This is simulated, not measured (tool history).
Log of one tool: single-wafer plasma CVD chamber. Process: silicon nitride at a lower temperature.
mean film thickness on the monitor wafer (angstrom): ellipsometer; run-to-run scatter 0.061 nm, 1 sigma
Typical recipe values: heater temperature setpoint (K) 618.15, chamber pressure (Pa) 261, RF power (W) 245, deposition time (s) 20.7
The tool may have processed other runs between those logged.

| run | hour | heater temperature setpoint (K) | chamber pressure (Pa) | RF power (W) | deposition time (s) | wafers since the last listed run | hours since the last thermocouple change | hours since the last RF generator calibration | hours since the last manometer calibration | hours since the showerhead was replaced | hours since the gauge calibration | read-back reference wafer on the same gauge, thickness_nm | mean film thickness on the monitor wafer (angstrom) |
|---|---|---|---|---|---|---|---|---|---|---|---|---|---|
| 1 | 0 | 608.15 | 261 | 245 | 20.7 | 0 | 1304 | 832.9 | 1548 | 6230.4 | 345.5 | 24.839 | 230.71 |
|  | 169.9 | thermocouple changed; heater temperature recalibrated |
| 2 | 189.2 | 608.15 | 261 | 245 | 20.7 | 5948 | 19.3 | 1022.1 | 1737.2 | 6419.6 | 534.7 | 24.784 | 229.73 |
| 3 | 229.8 | 618.15 | 228 | 245 | 20.7 | 1332 | 59.9 | 1062.7 | 1777.8 | 6460.2 | 575.3 | 24.815 | 216.25 |
| 4 | 290.1 | 618.15 | 228 | 245 | 20.7 | 1979 | 120.2 | 1123 | 1838.1 | 6520.5 | 635.6 | 24.798 | 216.42 |
| 5 | 353 | 618.15 | 261 | 245 | 20.7 | 2064 | 183.1 | 1185.9 | 1901 | 6583.4 | 698.5 | 24.808 | 227.36 |
| 6 | 416 | 618.15 | 261 | 245 | 20.7 | 2068 | 246.1 | 1248.9 | 1964 | 6646.4 | 761.5 | 24.801 | 226.55 |
| 7 | 443.5 | 618.15 | 261 | 245 | 20.7 | 902 | 273.6 | 1276.4 | 1991.5 | 6673.9 | 789 | 24.786 | 225.95 |
| 8 | 468.9 | 627.15 | 261 | 245 | 20.7 | 833 | 299 | 1301.8 | 2016.9 | 6699.3 | 814.4 | 24.783 | 225.39 |
|  | 627.6 | capacitance manometer re-zeroed and calibrated |
|  | 638.7 | RF generator calibrated |
| 9 | 644.1 | 605.15 | 261 | 295 | 20.7 | 5226 | 474.2 | 5.4 | 16.5 | 6874.5 | 989.6 | 24.79 | 273.53 |
| 10 | 687.8 | 618.15 | 261 | 260 | 20.7 | 1434 | 517.9 | 49.1 | 60.2 | 6918.2 | 1033.3 | 24.781 | 244.77 |
| 11 | 718.3 | 618.15 | 261 | 210 | 22.4 | 1001 | 548.4 | 79.6 | 90.7 | 6948.7 | 1063.8 | 24.794 | 217.96 |
| 12 | 769.8 | 618.15 | 261 | 245 | 20.7 | 1690 | 599.9 | 131.1 | 142.2 | 7000.2 | 1115.3 | 24.813 | 231.47 |
| 13 | 831.4 | 627.15 | 261 | 245 | 20.7 | 2022 | 661.5 | 192.7 | 203.8 | 7061.8 | 1176.9 | 24.78 | 229.84 |
| 14 | 896 | 618.15 | 261 | 230 | 20.7 | 2120 | 726.1 | 257.3 | 268.4 | 7126.4 | 1241.5 | 24.805 | 218.64 |
| 15 | 938.1 | 605.15 | 321 | 275 | 23 | 1382 | 768.2 | 299.4 | 310.5 | 7168.5 | 1283.6 | 24.78 | 302.49 |
| 16 | 990.1 | 604.15 | 261 | 245 | 20.7 | 1707 | 820.2 | 351.4 | 362.5 | 7220.5 | 1335.6 | 24.798 | 231.04 |
|  | 1145.8 | showerhead replaced |
|  | 1160.9 | gauge calibrated |
| 17 | 1169.6 | 618.15 | 261 | 210 | 22.4 | 5629 | 999.7 | 530.9 | 542 | 23.8 | 8.7 | 24.786 | 215.94 |
| 18 | 1240.3 | 618.15 | 261 | 245 | 20.7 | 2320 | 1070.4 | 601.6 | 612.7 | 94.5 | 79.4 | 24.828 | 228.88 |
| 19 | 1284.8 | 629.15 | 224 | 215 | 22.8 | 1460 | 1114.9 | 646.1 | 657.2 | 139 | 123.9 | 24.788 | 211.99 |
| 20 | 1335.1 | 618.15 | 261 | 225 | 20.7 | 1651 | 1165.2 | 696.4 | 707.5 | 189.3 | 174.2 | 24.803 | 212.25 |
| 21 | 1363.9 | 618.15 | 261 | 245 | 20.7 | 945 | 1194 | 725.2 | 736.3 | 218.1 | 203 | 24.806 | 228.43 |
| 22 | 1389.2 | 629.15 | 319 | 230 | 23.1 | 830 | 1219.3 | 750.5 | 761.6 | 243.4 | 228.3 | 24.784 | 253.97 |
| 23 | 1453 | 608.15 | 261 | 245 | 20.7 | 2094 | 1283.1 | 814.3 | 825.4 | 307.2 | 292.1 | 24.773 | 228.67 |
| 24 | 1492.5 | 618.15 | 221 | 205 | 19 | 1296 | 1322.6 | 853.8 | 864.9 | 346.7 | 331.6 | 24.805 | 167.45 |
| 25 | 1536.6 | 618.15 | 261 | 245 | 20.7 | 1447 | 1366.7 | 897.9 | 909 | 390.8 | 375.7 | 24.789 | 228.08 |
| 26 | 1566.8 | 618.15 | 323 | 245 | 21.9 | 991 | 1396.9 | 928.1 | 939.2 | 421 | 405.9 | 24.808 | 256.29 |
| 27 | 1623.5 | 618.15 | 261 | 245 | 20.7 | 1861 | 1453.6 | 984.8 | 995.9 | 477.7 | 462.6 | 24.792 | 227.71 |
|  | 1671.1 | thermocouple changed; heater temperature recalibrated |
| 28 | 1688.9 | 618.15 | 261 | 245 | 20.7 | 1884 | 17.8 | 1050.2 | 1061.3 | 543.1 | 528 | 24.771 | 228.03 |
| 29 | 1748.3 | 607.15 | 304 | 260 | 24.2 | 1949 | 77.2 | 1109.6 | 1120.7 | 602.5 | 587.4 | 24.786 | 294.53 |

Branching from run 29: 3 alternative next runs. What would each branch give?
| A | 1748.7 | 618.15 | 304 | 245 | 20.7 | 13 | 77.6 | 1110 | 1121.1 | 602.9 | 587.8 | ? | ? |
| B | 1748.7 | 618.15 | 261 | 275 | 17.4 | 13 | 77.6 | 1110 | 1121.1 | 602.9 | 587.8 | ? | ? |
| C | 1748.7 | 626.15 | 327 | 220 | 24.6 | 13 | 77.6 | 1110 | 1121.1 | 602.9 | 587.8 | ? | ? |

| run | read-back reference wafer on the same gauge, thickness_nm | mean film thickness on the monitor wafer (angstrom) |
|---|---|---|
| A | 24.805 | 238.44 |
| B | 24.805 | 211.43 |
| C | 24.805 | 260.79 |
With no hidden state in the tool, these same runs would have given:
| run | mean film thickness on the monitor wafer (angstrom) |
|---|---|
| A | 243.03 |
| B | 215.37 |
| C | 266.07 |

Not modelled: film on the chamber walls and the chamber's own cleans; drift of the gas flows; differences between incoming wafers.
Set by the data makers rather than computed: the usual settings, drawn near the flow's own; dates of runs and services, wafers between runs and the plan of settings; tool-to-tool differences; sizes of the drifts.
